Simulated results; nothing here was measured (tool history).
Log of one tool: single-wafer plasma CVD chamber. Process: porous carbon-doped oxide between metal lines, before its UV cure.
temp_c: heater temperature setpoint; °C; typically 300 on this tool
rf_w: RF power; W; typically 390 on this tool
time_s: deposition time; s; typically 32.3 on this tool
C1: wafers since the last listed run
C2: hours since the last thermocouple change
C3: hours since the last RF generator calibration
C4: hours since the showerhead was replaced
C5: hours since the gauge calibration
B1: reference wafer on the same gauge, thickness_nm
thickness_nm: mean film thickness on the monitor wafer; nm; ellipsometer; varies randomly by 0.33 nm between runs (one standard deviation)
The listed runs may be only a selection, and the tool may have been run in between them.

{"run": 1, "hour": 0.0, "temp_c": 300, "rf_w": 390, "time_s": 32.3, "C1": 0, "C2": 920, "C3": 1214.7, "C4": 5766.4, "C5": 252.5, "B1": 142.966, "thickness_nm": 145.421}
{"run": 2, "hour": 51.1, "temp_c": 300, "rf_w": 390, "time_s": 32.3, "C1": 1589, "C2": 971.1, "C3": 1265.8, "C4": 5817.5, "C5": 303.6, "B1": 143.055, "thickness_nm": 144.625}
{"run": 3, "hour": 83.9, "temp_c": 300, "rf_w": 390, "time_s": 32.3, "C1": 1020, "C2": 1003.9, "C3": 1298.6, "C4": 5850.3, "C5": 336.4, "B1": 142.924, "thickness_nm": 143.83}
{"run": 4, "hour": 139.5, "temp_c": 300, "rf_w": 390, "time_s": 32.3, "C1": 1729, "C2": 1059.5, "C3": 1354.2, "C4": 5905.9, "C5": 392, "B1": 142.955, "thickness_nm": 144.372}
{"hour": 327.8, "done": "RF generator calibrated"}
{"run": 5, "hour": 328.3, "temp_c": 300, "rf_w": 350, "time_s": 32.3, "C1": 5623, "C2": 1248.3, "C3": 0.5, "C4": 6094.7, "C5": 580.8, "B1": 143.048, "thickness_nm": 138.453}
{"run": 6, "hour": 358.4, "temp_c": 300, "rf_w": 350, "time_s": 32.3, "C1": 936, "C2": 1278.4, "C3": 30.6, "C4": 6124.8, "C5": 610.9, "B1": 143.063, "thickness_nm": 137.162}
{"run": 7, "hour": 410.2, "temp_c": 300, "rf_w": 390, "time_s": 32.3, "C1": 1611, "C2": 1330.2, "C3": 82.4, "C4": 6176.6, "C5": 662.7, "B1": 142.977, "thickness_nm": 148.511}
{"run": 8, "hour": 477.2, "temp_c": 300, "rf_w": 390, "time_s": 32.3, "C1": 2083, "C2": 1397.2, "C3": 149.4, "C4": 6243.6, "C5": 729.7, "B1": 143.03, "thickness_nm": 147.841}
{"hour": 500.0, "done": "showerhead replaced"}
{"run": 9, "hour": 521.1, "temp_c": 300, "rf_w": 390, "time_s": 29.7, "C1": 1116, "C2": 1441.1, "C3": 193.3, "C4": 21.1, "C5": 773.6, "B1": 143.067, "thickness_nm": 135.918}
{"hour": 562.7, "done": "gauge calibrated"}
{"run": 10, "hour": 569.1, "temp_c": 306, "rf_w": 340, "time_s": 32.3, "C1": 1492, "C2": 1489.1, "C3": 241.3, "C4": 69.1, "C5": 6.4, "B1": 142.997, "thickness_nm": 128.757}
{"hour": 604.7, "done": "thermocouple changed; heater temperature recalibrated"}
{"run": 11, "hour": 605.2, "temp_c": 289, "rf_w": 390, "time_s": 32.3, "C1": 873, "C2": 0.5, "C3": 277.4, "C4": 105.2, "C5": 42.5, "B1": 143.019, "thickness_nm": 158.546}
{"run": 12, "hour": 670.1, "temp_c": 300, "rf_w": 445, "time_s": 34.2, "C1": 2018, "C2": 65.4, "C3": 342.3, "C4": 170.1, "C5": 107.4, "B1": 143.059, "thickness_nm": 170.632}
{"run": 13, "hour": 709.2, "temp_c": 291, "rf_w": 415, "time_s": 35.6, "C1": 1216, "C2": 104.5, "C3": 381.4, "C4": 209.2, "C5": 146.5, "B1": 142.864, "thickness_nm": 178.246}
{"run": 14, "hour": 752.5, "temp_c": 290, "rf_w": 455, "time_s": 32.3, "C1": 1346, "C2": 147.8, "C3": 424.7, "C4": 252.5, "C5": 189.8, "B1": 142.924, "thickness_nm": 174.785}
{"run": 15, "hour": 783.0, "temp_c": 300, "rf_w": 390, "time_s": 32.3, "C1": 948, "C2": 178.3, "C3": 455.2, "C4": 283, "C5": 220.3, "B1": 143.074, "thickness_nm": 146.057}
{"run": 16, "hour": 841.7, "temp_c": 300, "rf_w": 390, "time_s": 32.3, "C1": 1825, "C2": 237, "C3": 513.9, "C4": 341.7, "C5": 279, "B1": 143.091, "thickness_nm": 146.028}
{"run": 17, "hour": 884.3, "temp_c": 309, "rf_w": 415, "time_s": 32.3, "C1": 1324, "C2": 279.6, "C3": 556.5, "C4": 384.3, "C5": 321.6, "B1": 143.009, "thickness_nm": 143.84}
{"run": 18, "hour": 944.1, "temp_c": 291, "rf_w": 390, "time_s": 32.3, "C1": 1859, "C2": 339.4, "C3": 616.3, "C4": 444.1, "C5": 381.4, "B1": 143.084, "thickness_nm": 154.883}
{"run": 19, "hour": 1006.4, "temp_c": 300, "rf_w": 345, "time_s": 32.3, "C1": 1937, "C2": 401.7, "C3": 678.6, "C4": 506.4, "C5": 443.7, "B1": 142.94, "thickness_nm": 133.547}
{"run": 20, "hour": 1042.4, "temp_c": 294, "rf_w": 365, "time_s": 32.3, "C1": 1119, "C2": 437.7, "C3": 714.6, "C4": 542.4, "C5": 479.7, "B1": 142.994, "thickness_nm": 144.233}

How would selected steps in thickness_nm from run to run divide? Give the signed amount a tool lacking its hidden state would still show from settings, what came in and random variation, and the signed amount left for the hidden state, including any gauge scatter that is not in both of the compared results.
Hidden conditions of the tool in this case: wafer temperature above the value expected at the setpoint (K); delivered RF power above the setpoint (%); gauge reads high (%).
Run 4 -> 5: rf_w 390 -> 350, RF generator calibrated. thickness_nm -5.919 nm: hidden state +4.607, all else -10.526.
Run 10 -> 11: temp_c 306 -> 289, rf_w 340 -> 390, thermocouple changed; heater temperature recalibrated. thickness_nm +29.789 nm: hidden state -0.595, all else +30.384.
Run 14 -> 15: temp_c 290 -> 300, rf_w 455 -> 390. thickness_nm -28.728 nm: hidden state +0.405, all else -29.133.
